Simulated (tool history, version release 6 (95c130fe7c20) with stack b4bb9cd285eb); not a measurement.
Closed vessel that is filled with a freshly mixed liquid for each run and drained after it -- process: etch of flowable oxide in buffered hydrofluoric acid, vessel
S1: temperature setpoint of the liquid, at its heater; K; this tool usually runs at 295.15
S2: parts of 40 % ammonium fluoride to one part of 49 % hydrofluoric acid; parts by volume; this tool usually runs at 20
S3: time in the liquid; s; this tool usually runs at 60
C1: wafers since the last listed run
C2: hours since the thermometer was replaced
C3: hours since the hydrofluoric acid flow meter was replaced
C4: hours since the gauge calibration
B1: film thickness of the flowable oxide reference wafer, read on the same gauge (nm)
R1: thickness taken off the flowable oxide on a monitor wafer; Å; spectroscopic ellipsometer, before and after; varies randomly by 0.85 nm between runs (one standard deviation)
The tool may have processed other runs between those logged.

run    hour      S1    S2  S3     C1      C2      C3      C4      B1      R1
  1       0  295.15  23.5  35      0   745.9  1419.4   917.7  130.03   514.1
       97.5  -- hydrofluoric acid flow meter replaced
  2   302.6  295.15    20  60  45906  1048.5   205.1  1220.3  131.38    1014
  3   360.9  295.15    20  60   8873  1106.8   263.4  1278.6  131.68  1014.2
  4   447.3  295.15    20  60  13150  1193.2   349.8    1365  132.15   987.1
  5   549.8  295.15    18  60  15601  1295.7   452.3  1467.5  132.74  1105.4
  6   595.8  295.15    18  60   7001  1341.7   498.3  1513.5  133.03  1120.3
  7   649.8  295.15    18  60   8219  1395.7   552.3  1567.5  133.36  1105.9
  8   723.1  296.65    20  60  11156    1469   625.6  1640.8  133.87  1095.3
  9   804.5  296.65    20  60  12389  1550.4     707  1722.2  134.41    1118
      862.4  -- thermometer replaced
 10   863.3  295.15    20  60   8797     0.9   765.8    1781  134.87  1030.2
 11   943.2  295.15    20  60  12161    80.8   845.7  1860.9  135.46  1024.5
 12  1038.6  295.15    20  60  14520   176.2   941.1  1956.3  136.21  1039.7
 13  1126.8  295.15    20  60  13424   264.4  1029.3  2044.5  136.96  1031.9
 14  1224.1  295.15    20  60  14809   361.7  1126.6  2141.8  137.79  1052.5
 15  1270.3  295.15    20  60   7032   407.9  1172.8    2188  138.19    1038
 16  1336.1  295.15    20  60  10015   473.7  1238.6  2253.8   138.8  1059.3
 17  1422.5  295.15  22.5  60  13150   560.1    1325  2340.2  139.65   979.3
 18  1476.9  290.65    14  45   8280   614.5  1379.4  2394.6  140.15   880.2
 19  1555.7  293.15  24.5  40  11994   693.3  1458.2  2473.4  140.94   551.7
     1558.6  -- gauge calibrated
 20    1599  292.65    17  80   6590   736.6  1501.5    40.4  129.71  1340.5
 21    1667  295.15    20  60  10350   804.6  1569.5   108.4  129.73   988.1
     1698.9  -- hydrofluoric acid flow meter replaced
 22  1717.9  295.15    20  60   7595   855.5      19   159.3  129.78   990.7
 23  1767.4  295.15    20  60   7534     905    68.5   208.8  129.81     978
 24  1848.7  295.15    20  60  12374   986.3   149.8   290.1  129.88   984.5
 25  1944.4  291.15    20  60  14566    1082   245.5   385.8  130.02   802.1
 26  2009.1  295.15    20  60   9847  1146.7   310.2   450.5  130.14   993.5
 27  2068.1  295.15    20  60   8980  1205.7   369.2   509.5  130.24   981.1
 28  2170.7  295.15  12.5  60  15616  1308.3   471.8   612.1   130.5  1573.8
 29  2268.9  293.15    24  75  14946  1406.5     570   710.3  130.75   983.6
 30  2332.1  290.65    28  45   9619  1469.7   633.2   773.5  130.95     467
 31  2396.8  295.15    20  85   9847  1534.4   697.9   838.2  131.16  1412.3
 32    2436  299.65    17  40   5966  1573.6   737.1   877.4  131.32    1008

Branching from run 32: 5 alternative next runs. What would each branch give?
  A  2436.7  295.15    20  35  106  1574.3  737.8  878.1   ?   ?
  B  2436.7  295.15  13.5  85  106  1574.3  737.8  878.1   ?   ?
  C  2436.7  297.65    20  40  106  1574.3  737.8  878.1   ?   ?
  D  2436.7  298.15    20  60  106  1574.3  737.8  878.1   ?   ?
  E  2436.7  293.15    16  60  106  1574.3  737.8  878.1   ?   ?

run      B1      R1
  A  131.29   578.9
  B  131.29  2070.4
  C  131.29   759.1
  D  131.29  1170.1
  E  131.29  1106.3
Without the tool's unlogged condition, the same runs would have read:
run      R1
  A   573.1
  B  2049.7
  C   751.6
  D  1158.5
  E  1095.3
